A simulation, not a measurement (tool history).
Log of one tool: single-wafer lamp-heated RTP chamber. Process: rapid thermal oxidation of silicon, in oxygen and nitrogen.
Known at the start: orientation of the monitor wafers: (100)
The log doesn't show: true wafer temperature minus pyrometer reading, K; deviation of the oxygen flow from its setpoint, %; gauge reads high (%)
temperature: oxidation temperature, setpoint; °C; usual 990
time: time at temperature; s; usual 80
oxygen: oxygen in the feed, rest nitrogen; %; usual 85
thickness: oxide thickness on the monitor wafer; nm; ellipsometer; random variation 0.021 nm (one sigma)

run     day  temperature  time  oxygen  wafers since the last listed run  wafers since the last pyrometer calibration  hours since the oxygen flow controller was replaced  hours since the gauge calibration  read-back reference wafer on the same gauge, thickness  thickness
  1       0          969    80      85                                 0                                         1773                                               2546.8                              200.6                                                   5.881      5.299
  2   1.192          969    80      85                               173                                         1947                                               2575.4                              229.2                                                   5.877      5.258
  3   1.608          999    80      73                                60                                         2008                                               2585.4                              239.2                                                   5.883      6.286
  4   2.112          999    80      73                                73                                         2081                                               2597.5                              251.3                                                   5.883      6.295
  5   3.079          999    80      73                               141                                         2222                                               2620.7                              274.5                                                   5.877      6.324
  6   3.479          990    80      85                                58                                         2281                                               2630.3                              284.1                                                   5.875      6.229
  7   3.829          990    80      85                                51                                         2332                                               2638.7                              292.5                                                   5.884      6.192
      4.071  -- gauge calibrated
  8   4.296          990    80      85                                68                                         2400                                               2649.9                                5.4                                                   5.882      6.186
  9   4.783          990    80      85                                71                                         2471                                               2661.6                               17.1                                                   5.877      6.211
 10   5.279          969    80      85                                72                                         2543                                               2673.5                                 29                                                   5.883      5.294
          6  -- pyrometer window cleaned and pyrometer calibrated
 11   6.021          971    56      85                                59                                            2                                               2691.3                               46.8                                                   5.881      4.599
      6.425  -- oxygen flow controller replaced
 12   6.446         1007    53      98                                13                                           16                                                  0.5                                 57                                                   5.884      6.131
 13   6.829          990    80      74                                55                                           72                                                  9.7                               66.2                                                   5.882      5.927
 14   7.162          969    80      85                                48                                          120                                                 17.7                               74.2                                                    5.88      5.321
 15   8.042          990    80      94                               128                                          249                                                 38.8                               95.3                                                   5.882      6.399
 16    8.65          974    80      98                                88                                          338                                                 53.4                              109.9                                                   5.878      5.797
 17   9.225          982    80      85                                83                                          421                                                 67.2                              123.7                                                   5.875      5.853
 18   9.654          990    80      85                                62                                          484                                                 77.5                                134                                                   5.881      6.171
 19  10.242          963    80      85                                85                                          570                                                 91.6                              148.1                                                   5.884      5.068

How the hidden state differs across the entries between the runs, from the last listed run before each to the first after it:
Between runs 7 and 8: gauge calibrated (day 4.071)
  no hidden state differs between the two runs
Between runs 10 and 11: pyrometer window cleaned and pyrometer calibrated (day 6)
  no hidden state differs between the two runs
Between runs 11 and 12: oxygen flow controller replaced (day 6.425)
  no hidden state differs between the two runs
